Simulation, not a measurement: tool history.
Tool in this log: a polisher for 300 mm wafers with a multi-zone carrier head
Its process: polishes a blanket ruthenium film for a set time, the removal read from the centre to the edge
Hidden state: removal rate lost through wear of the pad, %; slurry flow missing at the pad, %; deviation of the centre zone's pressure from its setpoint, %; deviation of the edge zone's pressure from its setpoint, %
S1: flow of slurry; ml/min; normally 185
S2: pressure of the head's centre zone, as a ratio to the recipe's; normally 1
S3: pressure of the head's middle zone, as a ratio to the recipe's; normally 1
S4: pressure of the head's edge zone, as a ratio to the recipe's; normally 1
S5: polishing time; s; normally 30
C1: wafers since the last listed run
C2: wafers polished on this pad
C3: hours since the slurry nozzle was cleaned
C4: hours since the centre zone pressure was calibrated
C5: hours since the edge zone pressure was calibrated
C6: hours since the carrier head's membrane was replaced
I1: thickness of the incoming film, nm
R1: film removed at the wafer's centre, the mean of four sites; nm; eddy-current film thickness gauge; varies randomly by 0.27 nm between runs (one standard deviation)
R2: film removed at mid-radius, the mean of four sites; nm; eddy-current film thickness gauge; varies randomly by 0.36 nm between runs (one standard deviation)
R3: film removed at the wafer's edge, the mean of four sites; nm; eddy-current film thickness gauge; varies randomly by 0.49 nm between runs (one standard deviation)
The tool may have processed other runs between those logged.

run     day   S1    S2    S3    S4  S5    C1    C2     C3     C4     C5      C6     I1    R1    R2    R3
  1       0  200     1     1     1  30     0  3007   23.8  348.4  367.9  1030.2  423.1  39.2  41.9    41
  2   1.738  185     1  0.92     1  24   552  3560   65.5  390.1  409.6  1071.9    419  30.7  30.3  32.5
  3   3.879  185     1  0.92     1  24   680  4240  116.9  441.5    461  1123.3  417.2  30.2  29.8  31.4
  4   8.212  225     1     1     1  30  1377  5618  220.9  545.5    565  1227.3  419.2  36.7  39.5  39.9
      9.396  -- worn pad replaced by a new one
  5   9.879  185     1     1     1  30   476   153  260.9  585.5    605  1267.3    415  38.5    42  40.9
     12.833  -- edge zone pressure recalibrated
  6  13.242  185     1     1     1  30  1042  1196  341.6  666.2    9.8    1348  415.1    38    41  40.7
     14.821  -- slurry nozzle cleaned
  7    16.6  185     1     1     1  30  1054  2250   42.7  746.8   90.4  1428.6  414.4  37.1    41  40.2
     17.783  -- centre zone pressure recalibrated
  8  20.358  185  0.95     1     1  30  1168  3419  132.9   61.8  180.6  1518.8  419.3  37.9  40.7  41.4
  9  25.946  185  1.11     1     1  30  1776  5195    267  195.9  314.7  1652.9    418    43    39  39.4
     26.546  -- worn pad replaced by a new one
     29.879  -- slurry nozzle cleaned
     30.312  -- carrier head's membrane replaced by a new one
 10  30.333  185     1     1  0.93  30  1262  1125   10.9  301.2    420     0.5  422.4  40.6  41.7  40.9
 11  34.296  185  0.91  0.92     1  34  1259  2385    106  396.3  515.1    95.6    413  40.3  43.9    47
 12  37.012  185     1     1     1  30   863  3248  171.2  461.5  580.3   160.8  421.4  38.7  40.5  40.6
     39.075  -- edge zone pressure recalibrated
 13  40.554  130  1.09  0.93     1  30  1099  4348  256.2  546.5   35.5   245.8  422.6  38.9  35.8  38.1
 14  43.804  185     1  1.08     1  25  1033  5381  334.2  624.5  113.5   323.8  416.9  30.7  34.9  32.7
     44.388  -- slurry nozzle cleaned
     45.546  -- worn pad replaced by a new one
 15  48.533  185     1   1.1  1.04  39  1437   950   99.5    738    227   437.3    413    50    59  55.1
     50.733  -- centre zone pressure recalibrated
 16  51.229  200     1     1     1  30   830  1780  164.2   11.9  291.7     502  423.2  40.9  41.9    42
 17  52.933  130     1   1.1  1.08  30   541  2322  205.1   52.8  332.6   542.9  417.2  37.7    43    41
 18  55.933  230  0.91  1.09     1  35   953  3276  277.1  124.8  404.6   614.9  417.3    43  52.4  47.3
     60.021  -- slurry nozzle cleaned
 19  60.142  185     1     1     1  30  1324  4601    2.9  225.8  505.6   715.9  416.4  38.3  39.6  39.5
 20  62.154  185     1     1     1  30   639  5241   51.2  274.1  553.9   764.2  418.1  37.3  39.3  39.4
     64.125  -- worn pad replaced by a new one
 21  65.517  155     1     1  1.09  22  1016   441  131.9  354.8  634.6   844.9    426    28  30.1  30.8

Alternative continuations, all from the tool just after run 21; predict every row:
  A  65.533  185     1     1  1.05  30   5  447  132.3  355.2  635  845.3  422.5   ?   ?   ?
  B  65.533  160     1     1     1  30   5  447  132.3  355.2  635  845.3  422.5   ?   ?   ?
  C  65.533  145  1.11  1.11     1  30   5  447  132.3  355.2  635  845.3  422.5   ?   ?   ?
  D  65.533  125  1.04  0.95  0.93  30   5  447  132.3  355.2  635  845.3  422.5   ?   ?   ?
  E  65.533  240  1.07     1   1.1  30   5  447  132.3  355.2  635  845.3  422.5   ?   ?   ?

run    R1    R2    R3
  A  39.4  41.9  42.5
  B  38.7  41.2  41.3
  C  42.5  44.5  40.8
  D  38.9  38.3  39.4
  E  43.5    43  44.1
With no hidden state in the tool, these same runs would have given:
run    R1    R2    R3
  A    41  42.2  42.8
  B  40.3  41.5  41.5
  C  44.2  44.8  41.1
  D  40.5  38.5  39.7
  E  45.3  43.3  44.4
